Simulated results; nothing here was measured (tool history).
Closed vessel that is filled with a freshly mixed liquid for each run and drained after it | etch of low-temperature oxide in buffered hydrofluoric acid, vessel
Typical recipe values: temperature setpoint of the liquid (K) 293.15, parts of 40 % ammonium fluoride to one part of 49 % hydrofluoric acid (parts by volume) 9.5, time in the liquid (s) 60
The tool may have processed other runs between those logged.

run     day  temperature setpoint of the liquid (K)  parts of 40 % ammonium fluoride to one part of 49 % hydrofluoric acid (parts by volume)  time in the liquid (s)  read-back film thickness of the low-temperature oxide reference wafer, read on the same gauge (nm)  thickness taken off the low-temperature oxide on a monitor wafer (angstrom)
  1       0                                  293.15                                                                                      9.5                      60                                                                                              109.98                                                                       1686.7
  2   1.554                                  293.15                                                                                        8                      60                                                                                                 110                                                                         1982
  3   2.808                                  293.15                                                                                        8                      60                                                                                                 110                                                                       2008.2
  4   4.321                                  293.15                                                                                        8                      60                                                                                              109.97                                                                       1973.5
  5   5.475                                  293.15                                                                                      9.5                      85                                                                                              109.98                                                                       2384.4
  6  12.412                                  293.15                                                                                      9.5                      60                                                                                              110.02                                                                       1935.4
  7    13.5                                  297.15                                                                                      9.5                      60                                                                                              110.03                                                                       2403.7
  8  14.946                                  297.15                                                                                      9.5                      60                                                                                              110.04                                                                       2363.4
  9   16.15                                  293.15                                                                                     10.5                      30                                                                                                 110                                                                          882
 10  17.288                                  290.15                                                                                      9.5                      60                                                                                              110.02                                                                       1583.3
 11  19.246                                  290.15                                                                                     13.5                      85                                                                                              109.98                                                                       1622.9
 12  20.867                                  293.15                                                                                      9.5                      60                                                                                                 110                                                                       1890.9
 13  22.646                                  293.15                                                                                      9.5                      60                                                                                              109.97                                                                       1845.6
 14  25.075                                  290.65                                                                                      6.5                      85                                                                                              110.02                                                                       3272.4
 15  27.221                                  293.15                                                                                      9.5                      85                                                                                              109.99                                                                       2623.8
 16  28.404                                  290.15                                                                                        7                      70                                                                                              110.03                                                                       2446.3

Missing from the log above: 3 entries noted between runs. For each, name the pair of listed runs it sits between and say how the tool's hidden condition differs from the listed run just before to the listed run just after:
Between runs 5 and 6: thermometer replaced (day 9.217)
  liquid colder than its thermometer reads (K): 2.56 -> 0.254
  measured value less the no-hidden-state value, thickness taken off the low-temperature oxide on a monitor wafer (angstrom): -370.8 -> -27.3
Between runs 7 and 8: gauge calibrated (day 14.458)
  liquid colder than its thermometer reads (K): 0.309 -> 0.381
  measured value less the no-hidden-state value, thickness taken off the low-temperature oxide on a monitor wafer (angstrom): -41 -> -49.5
Between runs 9 and 10: hydrofluoric acid flow meter replaced (day 16.667)
  liquid colder than its thermometer reads (K): 0.442 -> 0.499
  measured value less the no-hidden-state value, thickness taken off the low-temperature oxide on a monitor wafer (angstrom): -22 -> -46
